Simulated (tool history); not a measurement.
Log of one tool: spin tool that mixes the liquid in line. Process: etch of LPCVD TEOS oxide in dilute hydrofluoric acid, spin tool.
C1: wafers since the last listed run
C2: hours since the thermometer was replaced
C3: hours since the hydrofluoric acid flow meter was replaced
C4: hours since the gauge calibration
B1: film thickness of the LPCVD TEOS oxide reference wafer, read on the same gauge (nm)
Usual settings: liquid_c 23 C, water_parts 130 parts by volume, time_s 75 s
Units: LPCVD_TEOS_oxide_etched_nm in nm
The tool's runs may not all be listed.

Run 1, hour 0: usual settings; C1 0; C2 577; C3 113.3; C4 233.3; B1 40. Result: LPCVD_TEOS_oxide_etched_nm 8.88 nm.
Run 2, hour 22.3: usual settings; C1 188; C2 599.3; C3 135.6; C4 255.6; B1 40.02. Result: LPCVD_TEOS_oxide_etched_nm 8.84 nm.
Run 3, hour 126.7: usual settings but water_parts 155 parts by volume; C1 883; C2 703.7; C3 240; C4 360; B1 40.04. Result: LPCVD_TEOS_oxide_etched_nm 7.33 nm.
Run 4, hour 158.4: usual settings but water_parts 145 parts by volume; C1 268; C2 735.4; C3 271.7; C4 391.7; B1 39.98. Result: LPCVD_TEOS_oxide_etched_nm 8.03 nm.
Run 5, hour 211.4: usual settings but water_parts 145 parts by volume; C1 448; C2 788.4; C3 324.7; C4 444.7; B1 40.01. Result: LPCVD_TEOS_oxide_etched_nm 7.97 nm.
Run 6, hour 240.6: usual settings but time_s 65 s; C1 247; C2 817.6; C3 353.9; C4 473.9; B1 40.01. Result: LPCVD_TEOS_oxide_etched_nm 7.88 nm.
At hour 249.9: hydrofluoric acid flow meter replaced.
Run 7, hour 267.3: usual settings but time_s 65 s; C1 217; C2 844.3; C3 17.4; C4 500.6; B1 39.98. Result: LPCVD_TEOS_oxide_etched_nm 7.67 nm.
Run 8, hour 301.8: usual settings; C1 292; C2 878.8; C3 51.9; C4 535.1; B1 40.03. Result: LPCVD_TEOS_oxide_etched_nm 8.86 nm.
Run 9, hour 333.4: usual settings; C1 267; C2 910.4; C3 83.5; C4 566.7; B1 40.03. Result: LPCVD_TEOS_oxide_etched_nm 8.76 nm.
At hour 350.9: gauge calibrated.
Run 10, hour 365.5: usual settings but liquid_c 21 C; C1 271; C2 942.5; C3 115.6; C4 14.6; B1 39.99. Result: LPCVD_TEOS_oxide_etched_nm 8.21 nm.
Run 11, hour 400.1: usual settings but liquid_c 21 C; C1 292; C2 977.1; C3 150.2; C4 49.2; B1 40. Result: LPCVD_TEOS_oxide_etched_nm 8.24 nm.
Run 12, hour 434.1: usual settings but water_parts 165 parts by volume, time_s 60 s; C1 287; C2 1011.1; C3 184.2; C4 83.2; B1 39.98. Result: LPCVD_TEOS_oxide_etched_nm 5.42 nm.
At hour 492.2: thermometer replaced.
Run 13, hour 509.8: usual settings; C1 632; C2 17.6; C3 259.9; C4 158.9; B1 40. Result: LPCVD_TEOS_oxide_etched_nm 9.05 nm.
Run 14, hour 523: usual settings but liquid_c 20.5 C; C1 111; C2 30.8; C3 273.1; C4 172.1; B1 39.97. Result: LPCVD_TEOS_oxide_etched_nm 8.17 nm.
Run 15, hour 556.4: usual settings but water_parts 70 parts by volume; C1 282; C2 64.2; C3 306.5; C4 205.5; B1 39.98. Result: LPCVD_TEOS_oxide_etched_nm 18.01 nm.
Run 16, hour 573: usual settings; C1 140; C2 80.8; C3 323.1; C4 222.1; B1 40.01. Result: LPCVD_TEOS_oxide_etched_nm 8.99 nm.
Run 17, hour 586: usual settings but water_parts 150 parts by volume; C1 110; C2 93.8; C3 336.1; C4 235.1; B1 40.01. Result: LPCVD_TEOS_oxide_etched_nm 7.69 nm.
Run 18, hour 618.6: usual settings but time_s 90 s; C1 275; C2 126.4; C3 368.7; C4 267.7; B1 39.96. Result: LPCVD_TEOS_oxide_etched_nm 10.94 nm.
At hour 626.8: hydrofluoric acid flow meter replaced.
Run 19, hour 633.5: usual settings but water_parts 80 parts by volume; C1 117; C2 141.3; C3 6.7; C4 282.6; B1 40.02. Result: LPCVD_TEOS_oxide_etched_nm 15.11 nm.
Run 20, hour 647.8: usual settings but liquid_c 21.5 C, water_parts 190 parts by volume; C1 121; C2 155.6; C3 21; C4 296.9; B1 40.03. Result: LPCVD_TEOS_oxide_etched_nm 5.29 nm.
Run 21, hour 668.5: usual settings; C1 175; C2 176.3; C3 41.7; C4 317.6; B1 40.04. Result: LPCVD_TEOS_oxide_etched_nm 8.8 nm.
Run 22, hour 695.5: usual settings but liquid_c 26 C, water_parts 70 parts by volume, time_s 95 s; C1 228; C2 203.3; C3 68.7; C4 344.6; B1 40.01. Result: LPCVD_TEOS_oxide_etched_nm 24.92 nm.

3 ways to go on from here, each from the tool as it stands after run 22. What would each give?
Run A, hour 695.9: usual settings; C1 3; C2 203.7; C3 69.1; C4 345; B1 ?. Result: LPCVD_TEOS_oxide_etched_nm ?.
Run B, hour 695.9: usual settings but liquid_c 27.5 C, water_parts 150 parts by volume, time_s 30 s; C1 3; C2 203.7; C3 69.1; C4 345; B1 ?. Result: LPCVD_TEOS_oxide_etched_nm ?.
Run C, hour 695.9: usual settings but liquid_c 27 C, water_parts 70 parts by volume, time_s 90 s; C1 3; C2 203.7; C3 69.1; C4 345; B1 ?. Result: LPCVD_TEOS_oxide_etched_nm ?.

run  B1  LPCVD_TEOS_oxide_etched_nm
  A  40                        8.81
  B  40                        3.54
  C  40                       24.77
Without the tool's hidden state the same runs would have given:
run  LPCVD_TEOS_oxide_etched_nm
  A                        8.72
  B                         3.5
  C                       24.52
